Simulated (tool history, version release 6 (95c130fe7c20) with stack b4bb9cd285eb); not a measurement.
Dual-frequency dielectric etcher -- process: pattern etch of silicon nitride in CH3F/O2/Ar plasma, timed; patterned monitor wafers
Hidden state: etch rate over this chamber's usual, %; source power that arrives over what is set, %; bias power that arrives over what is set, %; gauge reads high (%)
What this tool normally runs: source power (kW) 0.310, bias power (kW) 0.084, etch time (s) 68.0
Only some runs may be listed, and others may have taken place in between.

run	day	source power (kW)	bias power (kW)	etch time (s)	wafers since the last listed run	hours since the last wet clean	hours since the last source power generator calibration	hours since the last bias power generator calibration	hours since the last upper electrode change	hours since the gauge calibration	read-back reference wafer on the same gauge, depth_nm	mean etch depth across the wafer (Å)
1	0.000	0.310	0.084	68.0	0	279.6	3430.1	4617.2	4643.3	86.2	50.89	443.7
2	0.508	0.310	0.084	68.0	157	291.8	3442.3	4629.4	4655.5	98.4	50.92	445.3
3	1.254	0.290	0.084	68.0	230	309.7	3460.2	4647.3	4673.4	116.3	50.82	435.3
4	1.700	0.290	0.084	68.0	137	320.4	3470.9	4658.0	4684.1	127.0	50.90	437.3
5	2.225	0.310	0.084	68.0	162	333.0	3483.5	4670.6	4696.7	139.6	50.84	446.9
6	2.792	0.310	0.084	68.0	175	346.6	3497.1	4684.2	4710.3	153.2	50.93	446.4
# day 3.912: wet clean of the chamber
7	3.933	0.310	0.084	68.0	43	0.5	3524.5	4711.6	4737.7	180.6	50.90	426.6
8	3.946	0.310	0.084	68.0	3	0.8	3524.8	4711.9	4738.0	180.9	50.93	423.3
9	4.062	0.310	0.084	68.0	36	3.6	3527.6	4714.7	4740.8	183.7	50.96	425.4
# day 5.229: bias power generator calibrated
# day 5.242: source power generator calibrated
# day 5.542: upper electrode replaced
10	5.562	0.310	0.099	76.0	315	39.6	7.7	8.0	0.5	219.7	50.85	506.5
11	5.575	0.310	0.084	88.0	3	39.9	8.0	8.3	0.8	220.0	50.83	552.6
12	5.908	0.390	0.076	75.0	102	47.9	16.0	16.3	8.8	228.0	50.92	484.1
# day 6.029: gauge calibrated
13	6.192	0.250	0.093	53.5	87	54.7	22.8	23.1	15.6	3.9	50.88	332.5
14	6.879	0.230	0.084	79.5	212	71.2	39.3	39.6	32.1	20.4	50.87	468.4
15	7.325	0.310	0.084	68.0	137	81.9	50.0	50.3	42.8	31.1	50.92	432.5
16	7.867	0.310	0.095	68.0	167	94.9	63.0	63.3	55.8	44.1	50.80	449.3

The next listed run, before its measurement:
17	8.383	0.310	0.076	50.5	159	107.3	75.4	75.7	68.2	56.5	?	?

For run 17 the tool returned read-back reference wafer on the same gauge, depth_nm 50.90, mean etch depth across the wafer (Å) 310.6.
Had the tool carried no hidden state, the very same run would have given mean etch depth across the wafer (Å) 307.1.
